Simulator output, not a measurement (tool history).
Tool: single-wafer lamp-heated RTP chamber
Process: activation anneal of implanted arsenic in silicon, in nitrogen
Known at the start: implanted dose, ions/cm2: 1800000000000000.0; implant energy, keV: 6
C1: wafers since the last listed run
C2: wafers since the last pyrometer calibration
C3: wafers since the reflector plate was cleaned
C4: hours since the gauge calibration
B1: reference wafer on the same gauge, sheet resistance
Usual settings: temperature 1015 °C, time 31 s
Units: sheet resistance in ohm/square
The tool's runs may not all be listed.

{"run": 1, "hour": 0.0, "temperature": 1015, "time": 31, "C1": 0, "C2": 1433, "C3": 2154, "C4": 188.4, "B1": 111.6, "sheet resistance": 106.75}
{"run": 2, "hour": 10.1, "temperature": 1015, "time": 31, "C1": 72, "C2": 1505, "C3": 2227, "C4": 198.5, "B1": 112.04, "sheet resistance": 107.6}
{"run": 3, "hour": 17.2, "temperature": 1015, "time": 31, "C1": 50, "C2": 1556, "C3": 2278, "C4": 205.6, "B1": 112.11, "sheet resistance": 107.4}
{"run": 4, "hour": 23.5, "temperature": 1015, "time": 31, "C1": 45, "C2": 1601, "C3": 2323, "C4": 211.9, "B1": 111.86, "sheet resistance": 107.15}
{"run": 5, "hour": 39.6, "temperature": 1015, "time": 31, "C1": 115, "C2": 1717, "C3": 2438, "C4": 228, "B1": 111.98, "sheet resistance": 105.82}
{"run": 6, "hour": 47.8, "temperature": 1015, "time": 31, "C1": 58, "C2": 1776, "C3": 2497, "C4": 236.2, "B1": 111.63, "sheet resistance": 106.79}
{"run": 7, "hour": 55.5, "temperature": 1015, "time": 31, "C1": 55, "C2": 1831, "C3": 2553, "C4": 243.9, "B1": 111.96, "sheet resistance": 105.8}
{"run": 8, "hour": 96.2, "temperature": 1015, "time": 31, "C1": 292, "C2": 2123, "C3": 2845, "C4": 284.6, "B1": 111.67, "sheet resistance": 104.68}
{"run": 9, "hour": 104.2, "temperature": 1015, "time": 31, "C1": 57, "C2": 2180, "C3": 2902, "C4": 292.6, "B1": 112.04, "sheet resistance": 105.12}
{"run": 10, "hour": 116.6, "temperature": 1015, "time": 31, "C1": 88, "C2": 2269, "C3": 2991, "C4": 305, "B1": 111.87, "sheet resistance": 104.97}
{"hour": 132.1, "done": "pyrometer window cleaned and pyrometer calibrated"}
{"run": 11, "hour": 132.6, "temperature": 1015, "time": 31, "C1": 57, "C2": 3, "C3": 3048, "C4": 321, "B1": 112.02, "sheet resistance": 107.93}
{"run": 12, "hour": 140.8, "temperature": 1015, "time": 31, "C1": 58, "C2": 62, "C3": 3107, "C4": 329.2, "B1": 111.92, "sheet resistance": 108.2}
{"run": 13, "hour": 147.9, "temperature": 1015, "time": 31, "C1": 50, "C2": 113, "C3": 3158, "C4": 336.3, "B1": 111.85, "sheet resistance": 108.24}
{"run": 14, "hour": 154.5, "temperature": 1015, "time": 31, "C1": 47, "C2": 160, "C3": 3205, "C4": 342.9, "B1": 111.74, "sheet resistance": 107.99}
{"run": 15, "hour": 161.9, "temperature": 1015, "time": 31, "C1": 53, "C2": 213, "C3": 3258, "C4": 350.3, "B1": 111.53, "sheet resistance": 107.73}
{"hour": 170.8, "done": "reflector plate cleaned"}
{"run": 16, "hour": 178.0, "temperature": 1015, "time": 31, "C1": 58, "C2": 271, "C3": 51, "C4": 366.4, "B1": 112.12, "sheet resistance": 107.84}
{"run": 17, "hour": 184.4, "temperature": 1024, "time": 25, "C1": 45, "C2": 317, "C3": 97, "C4": 372.8, "B1": 112.12, "sheet resistance": 107.95}
{"run": 18, "hour": 195.2, "temperature": 1030, "time": 22, "C1": 77, "C2": 395, "C3": 175, "C4": 383.6, "B1": 112.09, "sheet resistance": 105.92}
{"run": 19, "hour": 206.9, "temperature": 1032, "time": 31, "C1": 83, "C2": 479, "C3": 259, "C4": 395.3, "B1": 111.78, "sheet resistance": 95.91}
{"run": 20, "hour": 259.4, "temperature": 1015, "time": 31, "C1": 376, "C2": 855, "C3": 635, "C4": 447.8, "B1": 111.71, "sheet resistance": 107.84}
{"run": 21, "hour": 275.7, "temperature": 1007, "time": 39, "C1": 116, "C2": 972, "C3": 752, "C4": 464.1, "B1": 111.97, "sheet resistance": 107.61}
{"run": 22, "hour": 288.7, "temperature": 1015, "time": 38, "C1": 93, "C2": 1066, "C3": 846, "C4": 477.1, "B1": 112.07, "sheet resistance": 102.01}
{"run": 23, "hour": 305.2, "temperature": 988, "time": 37, "C1": 118, "C2": 1184, "C3": 964, "C4": 493.6, "B1": 111.66, "sheet resistance": 130.57}
{"hour": 305.8, "done": "gauge calibrated"}
{"run": 24, "hour": 320.6, "temperature": 1015, "time": 31, "C1": 110, "C2": 1294, "C3": 1074, "C4": 14.8, "B1": 111.73, "sheet resistance": 108.16}
{"run": 25, "hour": 328.9, "temperature": 1042, "time": 31, "C1": 59, "C2": 1354, "C3": 1134, "C4": 23.1, "B1": 112.05, "sheet resistance": 88.16}
{"run": 26, "hour": 342.9, "temperature": 1015, "time": 31, "C1": 100, "C2": 1454, "C3": 1234, "C4": 37.1, "B1": 111.81, "sheet resistance": 106.63}
{"run": 27, "hour": 353.5, "temperature": 1023, "time": 31, "C1": 76, "C2": 1531, "C3": 1310, "C4": 47.7, "B1": 111.68, "sheet resistance": 100.33}
{"run": 28, "hour": 369.9, "temperature": 1027, "time": 38, "C1": 117, "C2": 1648, "C3": 1428, "C4": 64.1, "B1": 111.93, "sheet resistance": 91.62}
{"run": 29, "hour": 380.3, "temperature": 1015, "time": 31, "C1": 74, "C2": 1723, "C3": 1503, "C4": 74.5, "B1": 112.07, "sheet resistance": 105.61}
{"run": 30, "hour": 417.1, "temperature": 1038, "time": 19, "C1": 264, "C2": 1987, "C3": 1767, "C4": 111.3, "B1": 111.61, "sheet resistance": 102}

Hidden state or all else? Some run-to-run changes of sheet resistance, split into what the settings, what came in and random variation would give without the hidden state, and what is left for the hidden state (with any gauge scatter that isn't in both results):
The hidden state here: true wafer temperature minus pyrometer reading, K; wafer temperature error from the tarnished reflector plate, K; gauge reads high (%).
Run 10 -> 11: pyrometer window cleaned and pyrometer calibrated. sheet resistance +2.96 ohm/square: hidden state +3.52, all else -0.56.
Run 22 -> 23: temperature 1015 -> 988, time 38 -> 37. sheet resistance +28.56 ohm/square: hidden state -0.77, all else +29.33.
Run 23 -> 24: temperature 988 -> 1015, time 37 -> 31, gauge calibrated. sheet resistance -22.41 ohm/square: hidden state +0.24, all else -22.65.
Run 24 -> 25: temperature 1015 -> 1042. sheet resistance -20 ohm/square: hidden state +0.59, all else -20.59.
Run 25 -> 26: temperature 1042 -> 1015. sheet resistance +18.47 ohm/square: hidden state -0.91, all else +19.38.
Run 28 -> 29: temperature 1027 -> 1015, time 38 -> 31. sheet resistance +13.99 ohm/square: hidden state -0.88, all else +14.87.

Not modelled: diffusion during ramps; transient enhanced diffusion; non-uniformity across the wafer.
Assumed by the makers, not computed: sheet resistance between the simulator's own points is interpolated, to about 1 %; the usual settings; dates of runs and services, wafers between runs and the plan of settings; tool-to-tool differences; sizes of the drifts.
